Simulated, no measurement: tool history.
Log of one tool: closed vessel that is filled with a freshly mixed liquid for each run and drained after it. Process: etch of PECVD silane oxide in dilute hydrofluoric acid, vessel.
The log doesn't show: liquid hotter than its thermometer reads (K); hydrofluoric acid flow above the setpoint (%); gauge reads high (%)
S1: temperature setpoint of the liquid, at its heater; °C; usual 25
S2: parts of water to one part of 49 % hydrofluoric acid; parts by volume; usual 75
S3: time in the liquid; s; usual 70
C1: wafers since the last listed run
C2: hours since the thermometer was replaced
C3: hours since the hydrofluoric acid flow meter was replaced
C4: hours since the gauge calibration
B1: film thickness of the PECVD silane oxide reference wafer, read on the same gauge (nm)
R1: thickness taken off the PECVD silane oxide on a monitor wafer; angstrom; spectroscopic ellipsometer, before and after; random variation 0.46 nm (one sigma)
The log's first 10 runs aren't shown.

run,day,S1,S2,S3,C1,C2,C3,C4,B1,R1
# day 21.662: thermometer replaced
# day 23.554: hydrofluoric acid flow meter replaced
11,24.925,23.5,35,110,9884,78.3,32.9,316.4,119.98,1693.9
12,26.538,27.5,110,55,3487,117,71.6,355.1,120.03,287.5
13,28.238,29.5,75,90,3676,157.8,112.4,395.9,119.99,792.7
14,35.112,27,95,30,14868,322.8,277.4,560.9,120,186.3
15,36.592,25,75,70,3198,358.3,312.9,596.4,120,515.1
16,37.738,28.5,90,60,2478,385.8,340.4,623.9,119.97,425.1
17,40.546,25,75,95,6073,453.2,407.8,691.3,119.99,725.4
18,43.404,23.5,75,70,6181,521.8,476.4,759.9,120,500
# day 43.796: hydrofluoric acid flow meter replaced
19,46.042,25,40,50,5613,585.1,53.9,823.2,120,709.2
20,48.583,25,75,70,5496,646.1,114.9,884.2,120,505.7
21,51.1,25,75,55,5442,706.5,175.3,944.6,119.98,407.7
22,52.967,25,75,70,4036,751.3,220.1,989.4,120,518.9
# day 55.392: thermometer replaced
23,55.525,28.5,105,100,5442,3.2,281.5,1050.8,120.01,583.5
24,60.346,27,75,95,10425,118.9,397.2,1166.5,120.01,773.7
25,62.042,22,75,55,3667,159.6,437.9,1207.2,120,370.2
# day 64.688: hydrofluoric acid flow meter replaced
26,64.958,25,75,70,6217,229.6,6.5,1277.2,119.99,509.5
27,66.271,25,40,70,2838,261.1,38,1308.7,119.99,1000.3
28,69.025,23.5,90,70,5956,327.2,104.1,1374.8,120.01,398.3
29,71.879,25,60,105,6172,395.7,172.6,1443.3,120,998.4
30,73.304,29.5,75,95,3081,429.9,206.8,1477.5,119.99,851.2
31,75.046,29.5,95,90,3766,471.7,248.6,1519.3,120,615
32,76.712,20,95,90,3604,511.7,288.6,1559.3,120,419.6
33,79.512,25,55,50,6055,578.9,355.8,1626.5,120,529.1

3 ways to go on from here, each from the tool as it stands after run 33. What would each give?
A,79.542,25,75,105,63,579.6,356.5,1627.2,?,?
B,79.542,22,65,55,63,579.6,356.5,1627.2,?,?
C,79.542,25,90,60,63,579.6,356.5,1627.2,?,?

run,B1,R1
A,120.01,798.8
B,120.01,432.5
C,120.01,373.3
Without the tool's hidden state the same runs would have given:
run,R1
A,765.1
B,414.6
C,357.4

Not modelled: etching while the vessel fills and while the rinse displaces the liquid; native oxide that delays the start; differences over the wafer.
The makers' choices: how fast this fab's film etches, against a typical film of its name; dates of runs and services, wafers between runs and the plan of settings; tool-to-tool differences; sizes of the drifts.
